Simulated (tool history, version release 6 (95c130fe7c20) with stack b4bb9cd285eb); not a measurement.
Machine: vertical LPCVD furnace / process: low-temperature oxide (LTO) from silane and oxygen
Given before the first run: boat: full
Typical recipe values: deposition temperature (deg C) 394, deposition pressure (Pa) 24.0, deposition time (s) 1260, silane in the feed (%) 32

| run | day | deposition temperature (deg C) | deposition pressure (Pa) | deposition time (s) | silane in the feed (%) | read-back reference wafer on the same gauge, thickness | film thickness on the monitor wafer in the middle of the boat (Å) |
|---|---|---|---|---|---|---|---|
| 1 | 0.000 | 394 | 24.0 | 1470 | 30 | 93.00 | 1126.0 |
|  | 0.379 | gauge calibrated |
| 2 | 1.008 | 394 | 24.0 | 1470 | 30 | 93.07 | 1132.3 |
| 3 | 1.888 | 394 | 24.0 | 1470 | 30 | 93.04 | 1120.3 |
| 4 | 3.325 | 394 | 24.0 | 1260 | 32 | 93.05 | 1062.1 |
| 5 | 4.375 | 394 | 24.0 | 1260 | 32 | 93.03 | 1056.3 |
| 6 | 6.121 | 394 | 24.0 | 1260 | 32 | 92.96 | 1059.4 |
| 7 | 7.546 | 394 | 24.0 | 1260 | 32 | 93.02 | 1055.8 |
| 8 | 8.183 | 388 | 24.0 | 1260 | 32 | 93.03 | 978.5 |
| 9 | 8.867 | 394 | 28.0 | 1260 | 28 | 92.97 | 1015.0 |
|  | 10.129 | thermocouples replaced and temperature profile calibrated |
| 10 | 10.204 | 404 | 24.0 | 1260 | 38 | 93.01 | 1483.0 |
|  | 11.404 | pressure gauge zeroed |
| 11 | 11.550 | 399 | 24.0 | 1260 | 28 | 92.92 | 1020.1 |
|  | 12.525 | gauge calibrated |
| 12 | 12.867 | 394 | 26.0 | 1260 | 26 | 92.96 | 925.8 |
| 13 | 13.462 | 394 | 24.0 | 1260 | 35 | 93.03 | 1332.1 |
|  | 14.754 | silane flow controller replaced |
|  | 14.775 | pressure gauge zeroed, repeated, since the last time left the tool worse |
| 14 | 14.796 | 394 | 24.0 | 780 | 38 | 92.98 | 863.2 |
| 15 | 15.300 | 394 | 24.0 | 1260 | 29 | 93.05 | 949.0 |
| 16 | 16.158 | 394 | 24.0 | 1260 | 32 | 92.97 | 1102.1 |
| 17 | 17.342 | 404 | 21.3 | 1260 | 38 | 92.99 | 1380.8 |
| 18 | 18.529 | 404 | 24.0 | 1260 | 38 | 93.03 | 1546.0 |

Table of differences, measured result less the result of that run with no hidden state. Run-to-run variation is the same in both. Gauge scatter possibly is not:
Hidden conditions of the tool in this case: true tube temperature minus thermocouple reading, K; true pressure minus gauge reading, mTorr; deviation of the silane flow from its setpoint, %; gauge reads high (%).
| run | film thickness on the monitor wafer in the middle of the boat (Å) |
|---|---|
| 1 | -40.8 |
| 2 | -42.1 |
| 3 | -42.7 |
| 4 | -42.0 |
| 5 | -42.9 |
| 6 | -45.0 |
| 7 | -46.4 |
| 8 | -43.8 |
| 9 | -39.3 |
| 10 | -69.6 |
| 11 | +62.2 |
| 12 | +52.4 |
| 13 | +81.3 |
| 14 | -0.2 |
| 15 | -0.2 |
| 16 | -0.2 |
| 17 | -0.4 |
| 18 | -0.5 |
